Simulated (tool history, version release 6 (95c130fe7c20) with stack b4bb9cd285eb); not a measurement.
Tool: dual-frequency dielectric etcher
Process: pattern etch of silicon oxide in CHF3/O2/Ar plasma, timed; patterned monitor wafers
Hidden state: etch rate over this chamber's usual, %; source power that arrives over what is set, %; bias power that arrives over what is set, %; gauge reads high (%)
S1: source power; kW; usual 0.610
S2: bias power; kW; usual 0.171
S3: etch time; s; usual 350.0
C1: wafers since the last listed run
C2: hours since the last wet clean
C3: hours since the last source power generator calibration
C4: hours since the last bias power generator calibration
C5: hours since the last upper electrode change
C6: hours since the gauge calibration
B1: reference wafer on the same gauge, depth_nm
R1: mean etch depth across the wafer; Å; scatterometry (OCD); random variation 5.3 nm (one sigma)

Run 1, hour 0.0: usual settings; C1 0; C2 379.0; C3 4113.5; C4 3643.2; C5 4191.2; C6 162.8; B1 621.4. Result: R1 7858 Å.
Run 2, hour 23.8: usual settings; C1 106; C2 402.8; C3 4137.3; C4 3667.0; C5 4215.0; C6 186.6; B1 622.2. Result: R1 7871 Å.
Run 3, hour 51.1: usual settings; C1 121; C2 430.1; C3 4164.6; C4 3694.3; C5 4242.3; C6 213.9; B1 620.9. Result: R1 7807 Å.
Run 4, hour 63.3: usual settings; C1 54; C2 442.3; C3 4176.8; C4 3706.5; C5 4254.5; C6 226.1; B1 622.4. Result: R1 8007 Å.
Run 5, hour 79.2: usual settings; C1 70; C2 458.2; C3 4192.7; C4 3722.4; C5 4270.4; C6 242.0; B1 621.4. Result: R1 7957 Å.
Run 6, hour 102.5: usual settings; C1 103; C2 481.5; C3 4216.0; C4 3745.7; C5 4293.7; C6 265.3; B1 622.5. Result: R1 7878 Å.
Run 7, hour 126.0: usual settings; C1 104; C2 505.0; C3 4239.5; C4 3769.2; C5 4317.2; C6 288.8; B1 621.7. Result: R1 7937 Å.
Run 8, hour 146.6: usual settings; C1 91; C2 525.6; C3 4260.1; C4 3789.8; C5 4337.8; C6 309.4; B1 621.4. Result: R1 7981 Å.
At hour 159.7: bias power generator calibrated.
Run 9, hour 176.2: usual settings; C1 114; C2 555.2; C3 4289.7; C4 16.5; C5 4367.4; C6 339.0; B1 621.9. Result: R1 7984 Å.
At hour 194.3: source power generator calibrated.
Run 10, hour 212.0: usual settings; C1 141; C2 591.0; C3 17.7; C4 52.3; C5 4403.2; C6 374.8; B1 622.3. Result: R1 7931 Å.
At hour 248.5: wet clean of the chamber.
Run 11, hour 249.0: usual settings; C1 57; C2 0.5; C3 54.7; C4 89.3; C5 4440.2; C6 411.8; B1 622.2. Result: R1 8193 Å.
Run 12, hour 249.4: usual settings; C1 1; C2 0.9; C3 55.1; C4 89.7; C5 4440.6; C6 412.2; B1 622.4. Result: R1 8096 Å.
Run 13, hour 282.7: usual settings but S1 0.720 kW; C1 148; C2 34.2; C3 88.4; C4 123.0; C5 4473.9; C6 445.5; B1 622.1. Result: R1 8840 Å.
Run 14, hour 308.3: usual settings; C1 114; C2 59.8; C3 114.0; C4 148.6; C5 4499.5; C6 471.1; B1 621.6. Result: R1 8110 Å.
At hour 339.3: upper electrode replaced.
Run 15, hour 339.8: usual settings but S1 0.690 kW, S3 405.5 s; C1 33; C2 91.3; C3 145.5; C4 180.1; C5 0.5; C6 502.6; B1 621.7. Result: R1 9983 Å.
Run 16, hour 348.7: usual settings; C1 39; C2 100.2; C3 154.4; C4 189.0; C5 9.4; C6 511.5; B1 621.7. Result: R1 8292 Å.
At hour 370.8: gauge calibrated.
At hour 399.8: wet clean of the chamber, repeated, since the last time left the tool worse.
Run 17, hour 400.3: usual settings but S2 0.135 kW, S3 395.5 s; C1 123; C2 0.5; C3 206.0; C4 240.6; C5 61.0; C6 29.5; B1 622.3. Result: R1 8097 Å.
Run 18, hour 412.0: usual settings but S1 0.700 kW, S2 0.144 kW; C1 52; C2 12.2; C3 217.7; C4 252.3; C5 72.7; C6 41.2; B1 621.8. Result: R1 7705 Å.
Run 19, hour 510.5: usual settings but S1 0.520 kW, S2 0.210 kW; C1 439; C2 110.7; C3 316.2; C4 350.8; C5 171.2; C6 139.7; B1 622.5. Result: R1 7736 Å.
Run 20, hour 546.0: usual settings but S1 0.710 kW, S2 0.182 kW, S3 389.0 s; C1 158; C2 146.2; C3 351.7; C4 386.3; C5 206.7; C6 175.2; B1 621.6. Result: R1 9288 Å.
Run 21, hour 559.9: usual settings but S1 0.480 kW, S2 0.204 kW, S3 451.5 s; C1 61; C2 160.1; C3 365.6; C4 400.2; C5 220.6; C6 189.1; B1 622.1. Result: R1 9574 Å.
Run 22, hour 583.9: usual settings but S1 0.690 kW, S3 405.5 s; C1 106; C2 184.1; C3 389.6; C4 424.2; C5 244.6; C6 213.1; B1 621.6. Result: R1 9392 Å.
Run 23, hour 619.4: usual settings but S1 0.740 kW, S2 0.150 kW; C1 158; C2 219.6; C3 425.1; C4 459.7; C5 280.1; C6 248.6; B1 622.2. Result: R1 8104 Å.
Run 24, hour 648.3: usual settings but S1 0.670 kW, S2 0.146 kW; C1 128; C2 248.5; C3 454.0; C4 488.6; C5 309.0; C6 277.5; B1 622.6. Result: R1 7709 Å.
Run 25, hour 707.8: usual settings but S1 0.700 kW, S2 0.139 kW, S3 436.5 s; C1 265; C2 308.0; C3 513.5; C4 548.1; C5 368.5; C6 337.0; B1 622.7. Result: R1 9773 Å.
Run 26, hour 727.3: usual settings but S1 0.560 kW, S3 386.5 s; C1 86; C2 327.5; C3 533.0; C4 567.6; C5 388.0; C6 356.5; B1 621.8. Result: R1 8347 Å.
Run 27, hour 755.6: usual settings but S1 0.730 kW, S2 0.212 kW, S3 416.5 s; C1 126; C2 355.8; C3 561.3; C4 595.9; C5 416.3; C6 384.8; B1 622.0. Result: R1 10734 Å.
Run 28, hour 777.6: usual settings but S1 0.560 kW, S2 0.145 kW, S3 313.5 s; C1 98; C2 377.8; C3 583.3; C4 617.9; C5 438.3; C6 406.8; B1 623.0. Result: R1 6498 Å.
Run 29, hour 798.5: usual settings but S1 0.700 kW, S2 0.139 kW, S3 436.5 s; C1 93; C2 398.7; C3 604.2; C4 638.8; C5 459.2; C6 427.7; B1 622.2. Result: R1 9822 Å.

Hidden state or all else? Some run-to-run changes of R1, split into what the settings, what came in and random variation would give without the hidden state, and what is left for the hidden state (with any gauge scatter that isn't in both results):
Run 10 -> 11: wet clean of the chamber. R1 +262 Å: hidden state +175, all else +87.
Run 16 -> 17: S2 0.171 -> 0.135, S3 350.0 -> 395.5, gauge calibrated, wet clean of the chamber, repeated, since the last time left the tool worse. R1 -195 Å: hidden state -501, all else +306.
Run 27 -> 28: S1 0.730 -> 0.560, S2 0.212 -> 0.145, S3 416.5 -> 313.5. R1 -4236 Å: hidden state -87, all else -4149.
Run 28 -> 29: S1 0.560 -> 0.700, S2 0.145 -> 0.139, S3 313.5 -> 436.5. R1 +3324 Å: hidden state +91, all else +3233.

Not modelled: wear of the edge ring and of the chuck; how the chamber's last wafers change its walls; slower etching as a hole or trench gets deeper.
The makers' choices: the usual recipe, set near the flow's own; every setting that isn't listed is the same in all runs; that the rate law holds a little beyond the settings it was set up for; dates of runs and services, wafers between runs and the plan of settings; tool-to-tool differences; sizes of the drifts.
